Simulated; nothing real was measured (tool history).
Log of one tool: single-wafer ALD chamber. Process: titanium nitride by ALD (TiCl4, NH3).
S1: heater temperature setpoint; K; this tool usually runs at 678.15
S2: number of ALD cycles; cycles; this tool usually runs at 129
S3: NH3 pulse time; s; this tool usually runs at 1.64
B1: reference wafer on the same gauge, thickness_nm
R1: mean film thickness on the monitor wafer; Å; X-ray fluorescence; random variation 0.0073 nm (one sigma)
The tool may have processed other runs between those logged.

Run 1, hour 0: usual settings but S3 1.46 s; B1 3.19. Result: R1 29.03 Å.
Run 2, hour 9.8: usual settings but S3 1.46 s; B1 3.189. Result: R1 28.95 Å.
Run 3, hour 25.5: usual settings but S3 1.46 s; B1 3.189. Result: R1 29.09 Å.
Run 4, hour 33.7: usual settings; B1 3.189. Result: R1 29.18 Å.
Run 5, hour 42.8: usual settings; B1 3.189. Result: R1 29.28 Å.
Run 6, hour 51.5: usual settings; B1 3.19. Result: R1 29.28 Å.
Run 7, hour 62.6: usual settings but S1 674.15 K; B1 3.19. Result: R1 29.23 Å.
Run 8, hour 101.2: usual settings but S1 674.15 K; B1 3.19. Result: R1 29.08 Å.
Run 9, hour 116.8: usual settings but S1 674.15 K; B1 3.189. Result: R1 29.1 Å.
At hour 129.1: gauge calibrated.
Run 10, hour 143.2: usual settings; B1 3.191. Result: R1 29.11 Å.
Run 11, hour 153.5: usual settings; B1 3.189. Result: R1 29.06 Å.
Run 12, hour 199.3: usual settings; B1 3.189. Result: R1 29.04 Å.
At hour 213.2: thermocouple changed; heater temperature recalibrated.
Run 13, hour 213.7: usual settings but S1 664.15 K, S2 142 cycles, S3 1.35 s; B1 3.19. Result: R1 31.55 Å.
At hour 225.2: showerhead replaced.
Run 14, hour 225.7: usual settings; B1 3.189. Result: R1 29.18 Å.
Run 15, hour 236.4: usual settings but S1 685.15 K, S2 121 cycles; B1 3.189. Result: R1 27.42 Å.
Run 16, hour 246.6: usual settings but S1 669.15 K, S2 118 cycles, S3 1.45 s; B1 3.191. Result: R1 26.29 Å.
Run 17, hour 259.1: usual settings but S1 688.15 K, S2 155 cycles, S3 1.2 s; B1 3.191. Result: R1 34.93 Å.
Run 18, hour 266.3: usual settings; B1 3.188. Result: R1 29.17 Å.
Run 19, hour 281.5: usual settings but S1 688.15 K, S2 121 cycles, S3 1.9 s; B1 3.19. Result: R1 27.56 Å.
Run 20, hour 289.3: usual settings; B1 3.191. Result: R1 29.3 Å.
Run 21, hour 303: usual settings but S1 682.15 K, S2 104 cycles; B1 3.188. Result: R1 23.58 Å.
Run 22, hour 310.2: usual settings but S1 684.15 K; B1 3.191. Result: R1 29.19 Å.
Run 23, hour 327.9: usual settings but S3 1.12 s; B1 3.19. Result: R1 28.9 Å.
Run 24, hour 345.6: usual settings but S1 674.15 K, S2 137 cycles; B1 3.191. Result: R1 31.01 Å.
Run 25, hour 358: usual settings but S1 691.15 K, S2 142 cycles; B1 3.19. Result: R1 32.3 Å.

Each row is a separate what-if for the run after 25, all from the same tool condition, not one after another. Results?
Run A, hour 358.7: usual settings; B1 ?. Result: R1 ?.
Run B, hour 358.7: usual settings but S1 672.15 K; B1 ?. Result: R1 ?.
Run C, hour 358.7: usual settings but S1 670.15 K, S2 114 cycles; B1 ?. Result: R1 ?.
Run D, hour 358.7: usual settings but S1 670.15 K, S2 115 cycles, S3 1.4 s; B1 ?. Result: R1 ?.
Run E, hour 358.7: usual settings but S2 139 cycles, S3 1.08 s; B1 ?. Result: R1 ?.

run    B1     R1
  A  3.19  29.24
  B  3.19  29.11
  C  3.19  25.66
  D  3.19  25.74
  E  3.19  31.08
With no hidden state in the tool, these same runs would have given:
run     R1
  A  29.24
  B  29.11
  C  25.66
  D  25.74
  E  31.08

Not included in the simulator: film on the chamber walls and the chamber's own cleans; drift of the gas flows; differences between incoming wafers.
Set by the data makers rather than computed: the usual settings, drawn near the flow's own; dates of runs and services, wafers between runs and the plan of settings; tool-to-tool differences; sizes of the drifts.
